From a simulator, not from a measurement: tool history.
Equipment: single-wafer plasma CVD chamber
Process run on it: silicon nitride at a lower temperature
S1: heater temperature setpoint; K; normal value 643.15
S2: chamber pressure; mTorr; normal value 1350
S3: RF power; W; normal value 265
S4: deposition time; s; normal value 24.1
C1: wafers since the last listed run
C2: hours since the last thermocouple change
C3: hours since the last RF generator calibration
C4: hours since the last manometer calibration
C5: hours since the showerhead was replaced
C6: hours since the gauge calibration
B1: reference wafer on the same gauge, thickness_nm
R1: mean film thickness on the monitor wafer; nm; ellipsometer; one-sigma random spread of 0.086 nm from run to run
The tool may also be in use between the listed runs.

run	hour	S1	S2	S3	S4	C1	C2	C3	C4	C5	C6	B1	R1
1	0.0	643.15	1350	265	24.1	0	1139.5	815.4	277.5	4105.0	1020.6	19.598	22.036
# hour 67.9: RF generator calibrated
2	77.3	643.15	1140	265	24.1	1679	1216.8	9.4	354.8	4182.3	1097.9	19.598	21.963
3	180.8	643.15	1140	265	24.1	2508	1320.3	112.9	458.3	4285.8	1201.4	19.581	22.139
4	277.5	639.15	1350	265	24.1	2344	1417.0	209.6	555.0	4382.5	1298.1	19.584	22.807
# hour 293.4: thermocouple changed; heater temperature recalibrated
5	322.8	643.15	1350	265	24.1	904	29.4	254.9	600.3	4427.8	1343.4	19.607	22.705
6	386.6	643.15	1350	265	24.1	1546	93.2	318.7	664.1	4491.6	1407.2	19.597	22.712
7	445.5	643.15	1350	265	24.1	1427	152.1	377.6	723.0	4550.5	1466.1	19.609	22.569
8	714.2	643.15	1350	265	24.1	6513	420.8	646.3	991.7	4819.2	1734.8	19.597	22.379
9	782.5	643.15	1350	265	24.1	1655	489.1	714.6	1060.0	4887.5	1803.1	19.589	22.271
10	855.3	643.15	1350	295	24.1	1764	561.9	787.4	1132.8	4960.3	1875.9	19.603	24.518
11	911.1	643.15	1350	295	24.1	1352	617.7	843.2	1188.6	5016.1	1931.7	19.590	24.515
# hour 922.7: capacitance manometer re-zeroed and calibrated
12	961.4	651.15	1090	265	24.1	1025	668.0	893.5	38.7	5066.4	1982.0	19.604	20.854
# hour 1031.4: gauge calibrated
# hour 1091.2: RF generator calibrated
13	1279.8	632.15	1350	265	24.1	7524	986.4	188.6	357.1	5384.8	248.4	19.595	23.072
14	1331.8	643.15	1350	265	24.1	1260	1038.4	240.6	409.1	5436.8	300.4	19.577	22.696
15	1391.5	655.15	1350	265	21.1	1447	1098.1	300.3	468.8	5496.5	360.1	19.604	19.811
16	1490.4	656.15	1260	225	22.6	2397	1197.0	399.2	567.7	5595.4	459.0	19.593	17.459
17	1530.0	643.15	1170	300	24.1	959	1236.6	438.8	607.3	5635.0	498.6	19.602	24.603
18	1627.1	632.15	1670	265	27.6	2353	1333.7	535.9	704.4	5732.1	595.7	19.612	27.073
19	1671.8	656.15	1190	265	27.0	1083	1378.4	580.6	749.1	5776.8	640.4	19.591	24.368
# hour 1711.9: showerhead replaced
20	1744.5	656.15	1350	225	25.7	1568	1451.1	653.3	821.8	32.6	713.1	19.623	19.940
# hour 1810.2: thermocouple changed; heater temperature recalibrated
# hour 2042.7: capacitance manometer re-zeroed and calibrated
# hour 2042.8: RF generator calibrated
21	2046.1	635.15	1680	235	27.4	6922	235.9	3.3	3.4	334.2	1014.7	19.585	24.151
22	2119.6	643.15	1350	265	24.1	1781	309.4	76.8	76.9	407.7	1088.2	19.596	22.945
23	2167.2	643.15	1350	265	24.1	1153	357.0	124.4	124.5	455.3	1135.8	19.583	22.894
24	2251.0	630.15	1580	235	22.9	2031	440.8	208.2	208.3	539.1	1219.6	19.593	19.929
25	2311.7	657.15	1350	265	22.3	1471	501.5	268.9	269.0	599.8	1280.3	19.581	21.003
26	2390.6	643.15	1350	290	24.1	1912	580.4	347.8	347.9	678.7	1359.2	19.604	24.626
27	2480.8	647.15	1350	305	20.8	2186	670.6	438.0	438.1	768.9	1449.4	19.600	22.075
28	2707.5	651.15	1490	295	28.6	5495	897.3	664.7	664.8	995.6	1676.1	19.603	29.859

Predict the results of run 29:
29	2807.5	636.15	1500	265	24.1	2424	997.3	764.7	764.8	1095.6	1776.1	?	?

Run 29 produced B1 19.588, R1 22.602 nm.
If the tool had no hidden condition, the same run with the same run-to-run variation would have returned R1 23.391 nm.

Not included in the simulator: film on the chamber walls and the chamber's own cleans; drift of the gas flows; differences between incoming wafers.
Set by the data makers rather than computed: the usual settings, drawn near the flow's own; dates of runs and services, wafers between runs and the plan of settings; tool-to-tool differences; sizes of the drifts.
